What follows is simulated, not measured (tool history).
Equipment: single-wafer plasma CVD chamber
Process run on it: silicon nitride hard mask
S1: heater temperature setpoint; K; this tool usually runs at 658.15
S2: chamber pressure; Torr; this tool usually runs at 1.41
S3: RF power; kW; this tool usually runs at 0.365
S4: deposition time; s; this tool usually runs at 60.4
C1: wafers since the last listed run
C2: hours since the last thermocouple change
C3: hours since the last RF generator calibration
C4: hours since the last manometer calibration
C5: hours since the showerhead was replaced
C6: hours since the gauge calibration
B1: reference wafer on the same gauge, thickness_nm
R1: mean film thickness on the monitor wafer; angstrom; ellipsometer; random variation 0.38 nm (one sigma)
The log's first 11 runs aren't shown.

run 12 hour=276.0 | S1=658.15 S2=1.41 S3=0.365 S4=60.4 | C1=159 C2=2663.0 C3=774.9 C4=730.0 C5=4096.2 C6=854.6 | B1=78.379 | R1=718.93
-- hour=285.2 RF generator calibrated
run 13 hour=303.9 | S1=645.15 S2=1.14 S3=0.365 S4=60.4 | C1=257 C2=2690.9 C3=18.7 C4=757.9 C5=4124.1 C6=882.5 | B1=78.347 | R1=718.74
-- hour=321.8 gauge calibrated
run 14 hour=327.1 | S1=658.15 S2=1.41 S3=0.365 S4=60.4 | C1=300 C2=2714.1 C3=41.9 C4=781.1 C5=4147.3 C6=5.3 | B1=78.299 | R1=738.53
run 15 hour=360.1 | S1=658.15 S2=1.41 S3=0.295 S4=60.4 | C1=426 C2=2747.1 C3=74.9 C4=814.1 C5=4180.3 C6=38.3 | B1=78.253 | R1=669.59
run 16 hour=379.0 | S1=643.15 S2=1.41 S3=0.405 S4=63.6 | C1=244 C2=2766.0 C3=93.8 C4=833.0 C5=4199.2 C6=57.2 | B1=78.249 | R1=825.05
run 17 hour=403.1 | S1=667.15 S2=1.31 S3=0.365 S4=60.4 | C1=311 C2=2790.1 C3=117.9 C4=857.1 C5=4223.3 C6=81.3 | B1=78.208 | R1=718.83
run 18 hour=429.9 | S1=658.15 S2=1.51 S3=0.365 S4=60.4 | C1=346 C2=2816.9 C3=144.7 C4=883.9 C5=4250.1 C6=108.1 | B1=78.368 | R1=750.34
run 19 hour=442.1 | S1=658.15 S2=1.41 S3=0.365 S4=60.4 | C1=157 C2=2829.1 C3=156.9 C4=896.1 C5=4262.3 C6=120.3 | B1=78.354 | R1=730.15
-- hour=455.6 showerhead replaced
run 20 hour=464.6 | S1=658.15 S2=1.29 S3=0.365 S4=60.4 | C1=187 C2=2851.6 C3=179.4 C4=918.6 C5=9.0 C6=142.8 | B1=78.295 | R1=726.06
-- hour=495.2 capacitance manometer re-zeroed and calibrated
-- hour=506.1 thermocouple changed; heater temperature recalibrated
run 21 hour=554.8 | S1=651.15 S2=1.75 S3=0.295 S4=60.4 | C1=959 C2=48.7 C3=269.6 C4=59.6 C5=99.2 C6=233.0 | B1=78.230 | R1=691.72
run 22 hour=579.2 | S1=658.15 S2=1.41 S3=0.435 S4=60.4 | C1=315 C2=73.1 C3=294.0 C4=84.0 C5=123.6 C6=257.4 | B1=78.230 | R1=794.54
run 23 hour=677.3 | S1=658.15 S2=1.41 S3=0.365 S4=60.4 | C1=1268 C2=171.2 C3=392.1 C4=182.1 C5=221.7 C6=355.5 | B1=78.239 | R1=722.83
run 24 hour=711.4 | S1=658.15 S2=1.41 S3=0.365 S4=60.4 | C1=441 C2=205.3 C3=426.2 C4=216.2 C5=255.8 C6=389.6 | B1=78.464 | R1=728.40
run 25 hour=725.1 | S1=658.15 S2=1.41 S3=0.410 S4=53.3 | C1=177 C2=219.0 C3=439.9 C4=229.9 C5=269.5 C6=403.3 | B1=78.429 | R1=673.03
run 26 hour=741.9 | S1=671.15 S2=1.22 S3=0.365 S4=60.4 | C1=217 C2=235.8 C3=456.7 C4=246.7 C5=286.3 C6=420.1 | B1=78.284 | R1=708.88
run 27 hour=773.6 | S1=658.15 S2=1.41 S3=0.430 S4=48.7 | C1=410 C2=267.5 C3=488.4 C4=278.4 C5=318.0 C6=451.8 | B1=78.367 | R1=629.71
run 28 hour=808.7 | S1=658.15 S2=1.41 S3=0.365 S4=60.4 | C1=454 C2=302.6 C3=523.5 C4=313.5 C5=353.1 C6=486.9 | B1=78.373 | R1=726.13
run 29 hour=825.3 | S1=658.15 S2=1.41 S3=0.365 S4=60.4 | C1=214 C2=319.2 C3=540.1 C4=330.1 C5=369.7 C6=503.5 | B1=78.230 | R1=730.03
run 30 hour=845.0 | S1=658.15 S2=1.41 S3=0.345 S4=60.4 | C1=254 C2=338.9 C3=559.8 C4=349.8 C5=389.4 C6=523.2 | B1=78.386 | R1=710.58

Alternative continuations, all from the tool just after run 30; predict every row:
run A hour=845.4 | S1=654.15 S2=1.41 S3=0.365 S4=60.4 | C1=5 C2=339.3 C3=560.2 C4=350.2 C5=389.8 C6=523.6 | B1=? | R1=?
run B hour=845.4 | S1=658.15 S2=1.41 S3=0.310 S4=53.1 | C1=5 C2=339.3 C3=560.2 C4=350.2 C5=389.8 C6=523.6 | B1=? | R1=?
run C hour=845.4 | S1=647.15 S2=1.41 S3=0.435 S4=60.4 | C1=5 C2=339.3 C3=560.2 C4=350.2 C5=389.8 C6=523.6 | B1=? | R1=?

run=A B1=78.187 R1=727.91
run=B B1=78.187 R1=593.44
run=C B1=78.187 R1=790.90
Had the tool no hidden state, the same runs would have come out as:
run=A R1=741.29
run=B R1=604.86
run=C R1=804.37
